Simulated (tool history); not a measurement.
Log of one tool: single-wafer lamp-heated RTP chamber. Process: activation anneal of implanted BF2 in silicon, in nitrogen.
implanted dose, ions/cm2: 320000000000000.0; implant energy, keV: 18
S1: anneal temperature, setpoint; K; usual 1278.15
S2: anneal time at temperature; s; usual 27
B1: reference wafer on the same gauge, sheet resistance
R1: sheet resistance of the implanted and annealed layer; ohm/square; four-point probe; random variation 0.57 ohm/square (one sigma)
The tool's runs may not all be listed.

run,hour,S1,S2,B1,R1
1,0.0,1278.15,27,369.72,382.75
2,38.8,1278.15,27,370.00,382.15
3,70.0,1278.15,27,370.09,381.80
# hour 78.1: pyrometer window cleaned and pyrometer calibrated
4,121.2,1260.15,27,370.22,387.31
5,186.2,1260.15,27,370.45,386.37
6,233.3,1278.15,27,370.75,383.52
7,275.2,1278.15,27,370.81,381.33
8,305.3,1278.15,27,370.85,382.72
9,373.0,1278.15,27,370.88,383.73
10,417.4,1278.15,27,370.81,382.47
# hour 442.8: pyrometer window cleaned and pyrometer calibrated
11,464.3,1278.15,27,370.87,382.45
# hour 477.1: gauge calibrated
12,497.4,1305.15,15,366.54,379.39
# hour 516.9: reflector plate cleaned
13,560.2,1278.15,27,367.39,378.07
14,617.2,1256.15,22,368.07,388.33
15,660.2,1278.15,41,368.55,376.84
16,726.2,1278.15,27,369.00,381.01
17,777.2,1278.15,27,369.22,380.46
# hour 809.8: pyrometer window cleaned and pyrometer calibrated
18,833.1,1299.15,27,369.64,378.13
19,900.1,1287.15,13,369.93,385.50
20,967.0,1278.15,27,370.26,382.41
21,993.5,1286.15,27,370.28,381.05
22,1052.9,1278.15,27,370.44,383.27
23,1077.3,1297.15,37,370.55,375.83

Forecast each of these 4 alternatives for the next run:
A,1077.7,1278.15,27,?,?
B,1077.7,1299.15,21,?,?
C,1077.7,1250.15,41,?,?
D,1077.7,1291.15,20,?,?

run,B1,R1
A,370.56,382.53
B,370.56,381.54
C,370.56,389.23
D,370.56,383.07
Without the tool's hidden state the same runs would have given:
run,R1
A,377.81
B,376.84
C,384.44
D,378.35
